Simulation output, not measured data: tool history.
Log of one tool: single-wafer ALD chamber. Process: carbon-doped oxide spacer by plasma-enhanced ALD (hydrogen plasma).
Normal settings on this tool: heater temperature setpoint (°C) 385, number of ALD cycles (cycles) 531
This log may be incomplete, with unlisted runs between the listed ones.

run	day	heater temperature setpoint (°C)	number of ALD cycles (cycles)	wafers since the last listed run	hours since the last thermocouple change	hours since the gauge calibration	read-back reference wafer on the same gauge, thickness_nm	mean film thickness on the monitor wafer (nm)
1	0.000	385	531	0	1150.9	62.6	26.608	26.875
2	0.662	385	531	13	1166.8	78.5	26.606	26.785
3	1.079	385	531	8	1176.8	88.5	26.602	26.854
4	1.388	385	531	6	1184.2	95.9	26.599	26.826
5	1.958	385	531	11	1197.9	109.6	26.603	26.663
6	2.371	385	531	8	1207.8	119.5	26.610	26.839
7	3.075	385	531	14	1224.7	136.4	26.602	26.818
8	3.704	385	531	13	1239.8	151.5	26.587	26.809
# day 4.000: gauge calibrated
9	4.354	385	632	13	1255.4	8.5	26.596	32.054
10	4.967	381	427	12	1270.1	23.2	26.595	21.538
11	5.500	385	531	11	1282.9	36.0	26.594	26.859
# day 6.125: thermocouple changed; heater temperature recalibrated
12	6.146	379	571	6	0.5	51.5	26.598	28.934
13	6.204	385	531	1	1.9	52.9	26.600	26.872
14	6.908	385	625	14	18.8	69.8	26.594	31.582
15	7.275	378	493	7	27.6	78.6	26.606	24.923
16	7.600	385	531	6	35.4	86.4	26.603	26.751
17	8.025	385	607	8	45.6	96.6	26.589	30.630

Run-by-run hidden state of the tool:
wafer temperature above the value expected at the setpoint (K): 0 on each run
gauge reads high (%): 0 on each run
